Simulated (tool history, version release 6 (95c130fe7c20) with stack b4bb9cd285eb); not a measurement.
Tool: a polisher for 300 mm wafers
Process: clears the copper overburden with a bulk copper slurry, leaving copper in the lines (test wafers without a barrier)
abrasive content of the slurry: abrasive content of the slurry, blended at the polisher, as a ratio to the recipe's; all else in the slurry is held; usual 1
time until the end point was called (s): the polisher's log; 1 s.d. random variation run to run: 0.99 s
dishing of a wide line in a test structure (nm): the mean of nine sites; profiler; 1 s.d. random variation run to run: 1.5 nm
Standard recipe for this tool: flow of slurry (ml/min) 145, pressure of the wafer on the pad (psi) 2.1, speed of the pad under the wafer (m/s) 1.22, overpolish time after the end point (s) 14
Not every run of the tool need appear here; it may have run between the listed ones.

run   hour  flow of slurry (ml/min)  pressure of the wafer on the pad (psi)  speed of the pad under the wafer (m/s)  abrasive content of the slurry  overpolish time after the end point (s)  wafers since the last listed run  wafers polished on this pad  hours since the slurry nozzle was cleaned  hours since the head pressure was calibrated  hours since the slurry blender was calibrated  incoming thickness of the incoming film, nm  time until the end point was called (s)  dishing of a wide line in a test structure (nm)
  1      0                      145                                     2.3                                    1.22                               1                                       14                                 0                          145                                      223.9                                        1243.8                                          156.1                                        740.7                                     98.4                                             69.1
  2   27.3                      145                                     2.3                                    1.22                               1                                       14                               177                          323                                      251.2                                        1271.1                                          183.4                                        734.3                                     99.1                                             70.3
      34.5  -- slurry blender recalibrated
  3   61.7                      145                                     2.1                                    1.22                               1                                       14                               210                          534                                      285.6                                        1305.5                                           27.2                                        728.5                                    106.5                                             65.6
  4   84.6                      145                                     2.1                                    1.22                               1                                       14                               149                          683                                      308.5                                        1328.4                                           50.1                                        731.9                                    107.2                                             62.3
  5  106.5                      145                                     2.1                                    1.22                               1                                       14                               142                          825                                      330.4                                        1350.3                                             72                                          743                                    110.3                                             62.2
  6  118.9                      145                                     2.1                                    1.22                               1                                       14                                80                          906                                      342.8                                        1362.7                                           84.4                                        743.4                                    111.4                                             66.2
     134.8  -- worn pad replaced by a new one
  7  140.8                      145                                     2.1                                    1.22                               1                                       14                               116                           38                                      364.7                                        1384.6                                          106.3                                          744                                    107.4                                             65.1
  8  171.5                      145                                     2.1                                    1.22                               1                                       14                               199                          238                                      395.4                                        1415.3                                            137                                        738.7                                    107.1                                             65.9
  9    200                      145                                     2.1                                    1.22                               1                                       14                               185                          424                                      423.9                                        1443.8                                          165.5                                          739                                    107.7                                             64.7
 10  218.8                      145                                     2.1                                    1.22                               1                                       14                               122                          546                                      442.7                                        1462.6                                          184.3                                        744.5                                    108.4                                             65.5
     225.8  -- slurry blender recalibrated
 11  247.9                      145                                     2.1                                    1.22                               1                                       14                               176                          722                                      471.8                                        1491.7                                           22.1                                        736.4                                    109.8                                             63.8
     263.2  -- head pressure recalibrated
 12  275.6                      145                                     2.1                                    1.22                               1                                       14                               167                          890                                      499.5                                          12.4                                           49.8                                        753.1                                    112.7                                             60.1
     279.9  -- worn pad replaced by a new one
     295.5  -- slurry nozzle cleaned
 13  306.6                       95                                     2.4                                       1                               1                                       14                               169                          167                                       11.1                                          43.4                                           80.8                                        736.8                                    120.3                                             60.5
 14  322.1                      145                                     2.1                                    1.22                               1                                       14                               100                          268                                       26.6                                          58.9                                           96.3                                        727.3                                    103.4                                             64.9
 15  348.2                      145                                     2.1                                    1.22                               1                                       14                               169                          438                                       52.7                                            85                                          122.4                                        737.7                                    104.7                                             63.8
 16  375.8                      180                                     2.1                                     0.8                               1                                       14                               179                          617                                       80.3                                         112.6                                            150                                        755.5                                    162.2                                             45.6
 17  399.5                      145                                     2.1                                    1.22                               1                                       14                               154                          771                                        104                                         136.3                                          173.7                                        754.8                                    111.9                                             64.6
 18  423.3                      145                                     1.9                                    1.22                             1.3                                       14                               154                          926                                      127.8                                         160.1                                          197.5                                        748.4                                    114.6                                             60.6
       441  -- worn pad replaced by a new one
     443.3  -- slurry blender recalibrated
 19  443.8                      100                                     1.7                                       1                             1.1                                       14                                94                            5                                      148.3                                         180.6                                            0.5                                        737.6                                    156.4                                             45.6
 20  458.1                      145                                     2.1                                       1                               1                                       14                                93                           98                                      162.6                                         194.9                                           14.8                                        736.7                                      131                                             54.1
 21  493.7                      145                                     2.1                                    1.22                               1                                       14                               231                          330                                      198.2                                         230.5                                           50.4                                        727.7                                    104.2                                             65.7
 22  524.5                      145                                     2.6                                    1.22                            1.15                                       17                               200                          530                                        229                                         261.3                                           81.2                                        747.5                                       89                                               87
 23  556.5                      145                                     2.1                                    1.22                               1                                       14                               208                          739                                        261                                         293.3                                          113.2                                        753.3                                    110.5                                             63.3
 24  578.4                      110                                     2.1                                    1.58                               1                                       14                               142                          881                                      282.9                                         315.2                                          135.1                                        742.4                                     87.8                                             74.7
 25  594.5                      190                                     2.1                                    1.22                            0.85                                       14                               104                          986                                        299                                         331.3                                          151.2                                        748.4                                    113.8                                             59.3
       621  -- worn pad replaced by a new one
     630.4  -- slurry blender recalibrated
 26  630.9                      145                                     2.6                                    1.22                               1                                       14                               197                           51                                      335.4                                         367.7                                            0.5                                        743.5                                     89.9                                             73.5
 27  642.7                      145                                     2.1                                    1.22                               1                                       14                                76                          128                                      347.2                                         379.5                                           12.3                                        738.4                                    105.4                                             66.8
 28  658.3                      165                                     1.7                                    1.06                               1                                       14                               101                          229                                      362.8                                         395.1                                           27.9                                        746.6                                    144.1                                             51.4
 29    687                      145                                     1.5                                    1.42                             1.2                                       14                               186                          416                                      391.5                                         423.8                                           56.6                                        734.2                                    112.9                                             60.3

3 options for the next run, each taken on its own from the tool as it stands now. Forecast them:
  A  687.5                      145                                     2.4                                    1.22                               1                                       14                                 3                          419                                        392                                         424.3                                           57.1                                        740.4                                        ?                                                ?
  B  687.5                      145                                     2.1                                    1.06                               1                                       14                                 3                          419                                        392                                         424.3                                           57.1                                        740.4                                        ?                                                ?
  C  687.5                      115                                     2.1                                    1.52                               1                                       20                                 3                          419                                        392                                         424.3                                           57.1                                        740.4                                        ?                                                ?

run  time until the end point was called (s)  dishing of a wide line in a test structure (nm)
  A                                     96.6                                             72.9
  B                                    124.5                                             59.6
  C                                       89                                             95.7
What these runs would have given with no unlogged condition in the tool:
run  time until the end point was called (s)  dishing of a wide line in a test structure (nm)
  A                                     95.8                                             73.4
  B                                    123.4                                               60
  C                                     88.2                                             96.2
